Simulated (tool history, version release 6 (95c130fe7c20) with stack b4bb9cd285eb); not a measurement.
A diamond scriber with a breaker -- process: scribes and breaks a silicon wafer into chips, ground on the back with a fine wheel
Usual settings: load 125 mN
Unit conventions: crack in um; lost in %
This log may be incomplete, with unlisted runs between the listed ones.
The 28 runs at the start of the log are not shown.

run,day,load,wafers since the last listed run,hours since the diamond tip was replaced,hours since the load on the tip was calibrated,"incoming depth of the damage left on the back of the incoming wafer, um",crack,lost
29,16.058,125,29,230,1313.4,1.62,11.24,2.51
30,16.358,153,34,237.2,1320.6,1.69,13.62,5.97
31,17.067,99,81,254.2,1337.6,2.81,9.24,21.81
32,17.717,108,75,269.8,1353.2,1.98,9.9,10.85
# day 17.962: load on the tip recalibrated
33,18.317,156,59,284.2,8.5,1.94,13.25,6.8
34,18.821,101,58,296.3,20.6,1.84,9.27,17.68
35,19.396,112,66,310.1,34.4,1.97,10.11,9.1
36,19.708,142,36,317.6,41.9,2.44,12.57,2.73
37,20.283,158,66,331.4,55.7,2.91,13.57,7.59
38,20.667,125,44,340.6,64.9,2.85,11.1,4.43
39,20.979,138,36,348.1,72.4,1.54,12.23,1.88
40,21.529,162,63,361.3,85.6,1.76,13.88,7.22
41,22.025,138,57,373.2,97.5,2.18,11.85,2.16
42,22.596,125,66,386.9,111.2,2.69,11.04,4.77
43,23.092,125,57,398.8,123.1,2.26,11.1,4.24

Forecast each of these 3 alternatives for the next run:
A,23.112,125,2,399.3,123.6,1.83,?,?
B,23.112,92,2,399.3,123.6,1.83,?,?
C,23.112,95,2,399.3,123.6,1.83,?,?

run,crack,lost
A,10.86,4.27
B,8.12,37.74
C,8.39,32.74
Without the tool's unlogged condition, the same runs would have read:
run,crack,lost
A,11.78,2.2
B,8.81,25.55
C,9.1,21.1

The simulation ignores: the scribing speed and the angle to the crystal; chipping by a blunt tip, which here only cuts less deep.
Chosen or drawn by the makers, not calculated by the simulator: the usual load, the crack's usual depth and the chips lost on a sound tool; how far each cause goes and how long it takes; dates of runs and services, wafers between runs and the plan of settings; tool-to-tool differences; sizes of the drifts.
